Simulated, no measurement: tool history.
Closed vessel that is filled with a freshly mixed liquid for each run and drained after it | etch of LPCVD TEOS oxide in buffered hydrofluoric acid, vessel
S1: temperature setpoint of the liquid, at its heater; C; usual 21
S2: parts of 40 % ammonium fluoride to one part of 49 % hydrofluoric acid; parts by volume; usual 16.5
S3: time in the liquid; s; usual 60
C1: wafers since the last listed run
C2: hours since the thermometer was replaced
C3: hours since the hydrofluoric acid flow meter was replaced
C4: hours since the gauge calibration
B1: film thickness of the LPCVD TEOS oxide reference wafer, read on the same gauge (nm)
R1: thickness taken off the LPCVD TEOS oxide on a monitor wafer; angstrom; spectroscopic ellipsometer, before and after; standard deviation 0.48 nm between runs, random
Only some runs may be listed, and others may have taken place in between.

run	day	S1	S2	S3	C1	C2	C3	C4	B1	R1
1	0	21	16.5	80	0	2049.5	801.4	328.3	60	1153.2
2	1.271	21	19.5	60	3164	2080	831.9	358.8	59.99	730.8
3	1.783	21	19.5	60	1276	2092.3	844.2	371.1	59.99	725.3
4	3.112	21	19.5	60	3309	2124.2	876.1	403	60.01	722.9
5	3.883	21	14.5	60	1919	2142.7	894.6	421.5	59.99	979
6	4.867	21	14.5	60	2448	2166.3	918.2	445.1	60.01	978.4
7	5.85	21	14.5	60	2448	2189.9	941.8	468.7	60	983.3
8	7.017	23.5	16.5	45	2905	2217.9	969.8	496.7	60.03	729.7
9	8.088	23.5	16.5	45	2666	2243.6	995.5	522.4	60.02	735.8
10	8.629	23	16.5	60	1348	2256.6	1008.5	535.4	60.01	952.1
11	9.808	23	16.5	60	2936	2284.9	1036.8	563.7	60.01	963.5
12	10.546	21	16.5	60	1836	2302.6	1054.5	581.4	60.01	856.9
13	11.942	21	16.5	60	3475	2336.1	1088	614.9	60	850.6
14	12.658	21	16.5	60	1784	2353.3	1105.2	632.1	60	842.5
15	14.004	21	16.5	80	3351	2385.6	1137.5	664.4	60	1122.4
16	15.204	18.5	16.5	45	2988	2414.4	1166.3	693.2	60	551.7
# day 15.379: hydrofluoric acid flow meter replaced
17	16.246	21	19	75	2490	2439.4	20.8	718.2	60	915.7
18	17.633	21	16.5	90	3455	2472.7	54.1	751.5	59.97	1264.4
# day 18.471: thermometer replaced
19	18.488	21	14.5	60	2023	0.4	74.6	772	59.99	1112.4
20	19.533	19	14.5	85	2604	25.5	99.7	797.1	60.02	1411.6
# day 19.925: gauge calibrated
21	20.6	23	16.5	90	2656	51.1	125.3	16.2	60.01	1630.2
22	21.325	24	16.5	30	1805	68.5	142.7	33.6	60.02	581.7
23	22.725	18	14.5	90	3486	102.1	176.3	67.2	60.01	1404.1
24	23.5	21	16.5	60	1929	120.7	194.9	85.8	59.99	980.5
25	24.896	21	16.5	60	3475	154.2	228.4	119.3	60	976.6
26	25.871	17	20	30	2427	177.6	251.8	142.7	60	320.2
27	26.854	19.5	19	45	2448	201.2	275.4	166.3	59.99	586.9
28	28.35	21	21	80	3724	237.1	311.3	202.2	60.01	1040.9

How the hidden state differs across the entries between the runs, from the last listed run before each to the first after it:
After run 16, before run 17: hydrofluoric acid flow meter replaced (day 15.379)
  liquid colder than its thermometer reads (K): 2.79 -> 2.82
  measured value less the no-hidden-state value, R1: -95.4 -> -157.5 angstrom
After run 18, before run 19: thermometer replaced (day 18.471)
  liquid colder than its thermometer reads (K): 2.85 -> 0.124
  measured value less the no-hidden-state value, R1: -219.9 -> -7.5 angstrom
After run 20, before run 21: gauge calibrated (day 19.925)
  liquid colder than its thermometer reads (K): 0.149 -> 0.174
  measured value less the no-hidden-state value, R1: -12 -> -15.4 angstrom
